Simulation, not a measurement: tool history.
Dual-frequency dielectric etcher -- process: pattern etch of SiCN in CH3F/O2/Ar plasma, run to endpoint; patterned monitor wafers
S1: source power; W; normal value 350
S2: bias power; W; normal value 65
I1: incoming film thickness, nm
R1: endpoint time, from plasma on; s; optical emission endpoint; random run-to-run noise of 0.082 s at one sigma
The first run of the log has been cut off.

run 2 day=1.271 | S1=350 S2=65 | I1=10.43 | R1=26.9
run 3 day=2.329 | S1=350 S2=65 | I1=10.35 | R1=26.7
run 4 day=3.354 | S1=350 S2=65 | I1=10.2 | R1=26.2
run 5 day=4.625 | S1=350 S2=65 | I1=10.35 | R1=26.7
-- day=7.333 wet clean of the chamber
run 6 day=7.354 | S1=350 S2=65 | I1=10.29 | R1=27.1
run 7 day=7.9 | S1=350 S2=65 | I1=10.15 | R1=27
run 8 day=9.271 | S1=350 S2=65 | I1=10.15 | R1=26.9
run 9 day=10.304 | S1=350 S2=65 | I1=10.32 | R1=27
run 10 day=10.804 | S1=420 S2=65 | I1=10.3 | R1=25.1
run 11 day=11.546 | S1=420 S2=65 | I1=10.33 | R1=25.1
run 12 day=13.988 | S1=420 S2=65 | I1=10.22 | R1=24.7
run 13 day=15.35 | S1=350 S2=65 | I1=10.31 | R1=26.8
run 14 day=16.583 | S1=350 S2=65 | I1=10.28 | R1=26.6
run 15 day=20.5 | S1=350 S2=65 | I1=10.3 | R1=26.5
run 16 day=21.479 | S1=420 S2=79 | I1=10.37 | R1=23.3
run 17 day=22.604 | S1=370 S2=65 | I1=10.26 | R1=25.9
-- day=23.721 bias power generator calibrated
run 18 day=23.742 | S1=380 S2=50 | I1=10.28 | R1=27.7
run 19 day=24.85 | S1=350 S2=65 | I1=10.27 | R1=26.3
run 20 day=25.783 | S1=320 S2=55 | I1=10.17 | R1=28.3
run 21 day=26.429 | S1=350 S2=65 | I1=10.36 | R1=26.4
-- day=27.85 upper electrode replaced
run 22 day=27.871 | S1=350 S2=65 | I1=10.25 | R1=25.9

Run 23 is up next; what results do you expect?
-- day=29.125 wet clean of the chamber
run 23 day=29.15 | S1=280 S2=77 | I1=10.34 | R1=?

Run 23 yielded R1 28.4 s.
With no hidden state in the tool, this same run would have given R1 28.5 s.

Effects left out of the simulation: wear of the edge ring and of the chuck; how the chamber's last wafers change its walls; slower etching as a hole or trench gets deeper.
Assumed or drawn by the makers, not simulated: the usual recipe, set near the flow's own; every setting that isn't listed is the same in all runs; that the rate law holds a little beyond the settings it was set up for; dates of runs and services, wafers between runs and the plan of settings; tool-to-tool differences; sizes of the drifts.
